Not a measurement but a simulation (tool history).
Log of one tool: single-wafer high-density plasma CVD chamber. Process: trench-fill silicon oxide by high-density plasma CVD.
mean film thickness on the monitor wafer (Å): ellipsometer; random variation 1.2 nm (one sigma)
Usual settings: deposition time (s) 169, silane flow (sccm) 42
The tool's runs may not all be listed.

run,hour,deposition time (s),silane flow (sccm),wafers since the last listed run,hours since the silane flow controller was replaced,hours since the gauge calibration,"read-back reference wafer on the same gauge, thickness_nm",mean film thickness on the monitor wafer (Å)
1,0.0,169,37,0,3569.7,288.2,604.980,6512.76
2,12.8,169,37,114,3582.5,301.0,604.768,6502.28
3,29.9,169,39,152,3599.6,318.1,604.965,6817.97
4,41.8,169,39,106,3611.5,330.0,605.095,6839.50
5,50.9,169,39,81,3620.6,339.1,605.104,6824.36
6,62.5,157,42,103,3632.2,350.7,604.863,6767.18
7,75.4,157,42,114,3645.1,363.6,604.946,6789.25
8,87.4,157,42,106,3657.1,375.6,605.055,6787.52
9,103.1,147,42,139,3672.8,391.3,605.020,6368.15
10,109.7,147,42,58,3679.4,397.9,604.995,6353.31
11,124.3,169,42,130,3694.0,412.5,604.970,7298.43
12,133.6,169,42,82,3703.3,421.8,604.898,7310.31
13,149.7,169,42,143,3719.4,437.9,605.164,7323.67
14,166.7,169,42,151,3736.4,454.9,605.184,7315.45
# hour 170.4: gauge calibrated
15,175.1,169,42,74,3744.8,4.7,604.975,7300.62
16,182.7,185,36,67,3752.4,12.3,605.043,6974.12
17,191.5,185,36,78,3761.2,21.1,604.957,6980.40
18,202.2,169,42,95,3771.9,31.8,604.804,7313.36
19,219.8,169,42,156,3789.5,49.4,604.645,7332.13
20,229.3,169,42,84,3799.0,58.9,604.883,7335.94
21,247.1,169,42,158,3816.8,76.7,604.649,7337.99
22,259.9,169,42,114,3829.6,89.5,604.905,7318.29
23,273.6,151,46,122,3843.3,103.2,604.988,7108.19
24,283.0,179,45,83,3852.7,112.6,604.916,8279.19
# hour 301.8: silane flow controller replaced
25,302.3,142,48,100,0.5,131.9,605.058,6536.11
26,315.5,194,42,117,13.7,145.1,605.037,7902.27
27,329.1,169,42,121,27.3,158.7,605.358,6873.11
28,341.7,156,35,112,39.9,171.3,604.886,5392.51
29,354.0,169,35,109,52.2,183.6,604.797,5831.39
30,362.1,182,42,72,60.3,191.7,604.936,7414.24
31,373.7,150,49,103,71.9,203.3,605.141,7034.25
32,384.0,140,50,91,82.2,213.6,605.114,6710.28
33,391.0,143,42,62,89.2,220.6,604.888,5821.33
34,402.7,144,39,104,100.9,232.3,605.219,5488.95
35,415.1,143,46,110,113.3,244.7,604.875,6335.42
36,428.3,160,42,117,126.5,257.9,604.912,6531.32
37,434.9,148,42,58,133.1,264.5,605.009,6033.07
38,443.0,169,45,72,141.2,272.6,604.887,7341.29
39,456.7,191,46,122,154.9,286.3,604.989,8449.70
40,466.9,169,42,90,165.1,296.5,605.102,6892.54
41,480.8,150,35,123,179.0,310.4,605.037,5166.83
42,493.4,169,42,112,191.6,323.0,604.926,6912.60
43,506.5,169,42,116,204.7,336.1,605.071,6906.69
44,522.7,181,49,144,220.9,352.3,604.841,8489.54
45,567.5,169,42,399,265.7,397.1,604.795,6897.50
46,574.7,143,40,64,272.9,404.3,605.071,5581.36

The tool's hidden state at each run:
gauge reads high (%): 0 in every run
H1: delivered silane flow above the setpoint (%)
run,H1
1,5.62
2,5.64
3,5.66
4,5.68
5,5.7
6,5.72
7,5.74
8,5.75
9,5.78
10,5.79
11,5.81
12,5.83
13,5.85
14,5.88
15,5.89
16,5.9
17,5.92
18,5.93
19,5.96
20,5.98
21,6
22,6.02
23,6.04
24,6.06
25,-1.1
26,-1.08
27,-1.06
28,-1.04
29,-1.02
30,-1.01
31,-0.988
32,-0.972
33,-0.961
34,-0.943
35,-0.924
36,-0.903
37,-0.893
38,-0.88
39,-0.859
40,-0.843
41,-0.821
42,-0.802
43,-0.781
44,-0.756
45,-0.686
46,-0.675
